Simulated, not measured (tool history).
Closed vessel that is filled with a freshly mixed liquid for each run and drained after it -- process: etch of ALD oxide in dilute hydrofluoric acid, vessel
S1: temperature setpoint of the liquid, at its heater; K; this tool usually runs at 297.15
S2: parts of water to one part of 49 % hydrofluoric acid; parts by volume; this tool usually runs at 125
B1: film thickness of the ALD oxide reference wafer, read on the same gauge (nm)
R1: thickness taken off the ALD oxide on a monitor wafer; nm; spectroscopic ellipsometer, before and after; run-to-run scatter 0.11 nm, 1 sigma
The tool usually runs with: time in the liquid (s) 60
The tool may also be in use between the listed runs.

run 1 hour=0 | S1=297.15 S2=125 time_in_the_liquid_(s)=60 | B1=140.01 | R1=13.59
run 2 hour=49.1 | S1=297.15 S2=125 time_in_the_liquid_(s)=60 | B1=140 | R1=13.83
-- hour=329.3 gauge calibrated
run 3 hour=340.1 | S1=297.15 S2=125 time_in_the_liquid_(s)=60 | B1=139.97 | R1=13.5
run 4 hour=424.9 | S1=297.15 S2=125 time_in_the_liquid_(s)=60 | B1=140.01 | R1=13.7
-- hour=443.8 thermometer replaced
run 5 hour=524.8 | S1=297.15 S2=125 time_in_the_liquid_(s)=60 | B1=140.01 | R1=13.27
run 6 hour=600.5 | S1=297.15 S2=95 time_in_the_liquid_(s)=60 | B1=139.97 | R1=18.39
run 7 hour=670.5 | S1=297.15 S2=95 time_in_the_liquid_(s)=35 | B1=139.98 | R1=10.79
run 8 hour=723.6 | S1=297.15 S2=95 time_in_the_liquid_(s)=35 | B1=139.97 | R1=10.72
run 9 hour=778.2 | S1=297.15 S2=125 time_in_the_liquid_(s)=60 | B1=140 | R1=13.41
run 10 hour=837.2 | S1=297.15 S2=125 time_in_the_liquid_(s)=60 | B1=139.98 | R1=13.17
-- hour=839.9 hydrofluoric acid flow meter replaced
run 11 hour=921.6 | S1=298.65 S2=70 time_in_the_liquid_(s)=60 | B1=140.01 | R1=28.91
run 12 hour=980.1 | S1=295.15 S2=165 time_in_the_liquid_(s)=60 | B1=139.98 | R1=9.54
run 13 hour=1056 | S1=299.15 S2=85 time_in_the_liquid_(s)=60 | B1=139.99 | R1=23.54
run 14 hour=1127.3 | S1=302.15 S2=185 time_in_the_liquid_(s)=60 | B1=139.97 | R1=10.65
run 15 hour=1197.8 | S1=292.65 S2=125 time_in_the_liquid_(s)=60 | B1=140.01 | R1=11.96
run 16 hour=1288.8 | S1=297.15 S2=85 time_in_the_liquid_(s)=60 | B1=139.99 | R1=21.81
run 17 hour=1482.2 | S1=297.15 S2=125 time_in_the_liquid_(s)=60 | B1=139.99 | R1=14.07
run 18 hour=1548.1 | S1=297.15 S2=125 time_in_the_liquid_(s)=60 | B1=140.01 | R1=13.85
run 19 hour=1652.2 | S1=299.15 S2=125 time_in_the_liquid_(s)=95 | B1=139.99 | R1=23.88
run 20 hour=1749.2 | S1=297.15 S2=125 time_in_the_liquid_(s)=60 | B1=139.98 | R1=13.96
run 21 hour=1828.6 | S1=300.65 S2=155 time_in_the_liquid_(s)=60 | B1=140.01 | R1=12.21
run 22 hour=1904.6 | S1=294.65 S2=95 time_in_the_liquid_(s)=35 | B1=139.98 | R1=9.94
run 23 hour=1956.3 | S1=297.15 S2=125 time_in_the_liquid_(s)=60 | B1=140.01 | R1=13.79
run 24 hour=2193.1 | S1=295.15 S2=100 time_in_the_liquid_(s)=35 | B1=140.03 | R1=9.5

The next listed run, before its measurement:
run 25 hour=2294.2 | S1=293.15 S2=125 time_in_the_liquid_(s)=95 | B1=? | R1=?

{"run 25": {"B1": 140.03, "R1": 18.75}}
Had the tool carried no hidden state, the very same run would have given R1 19.59 nm.
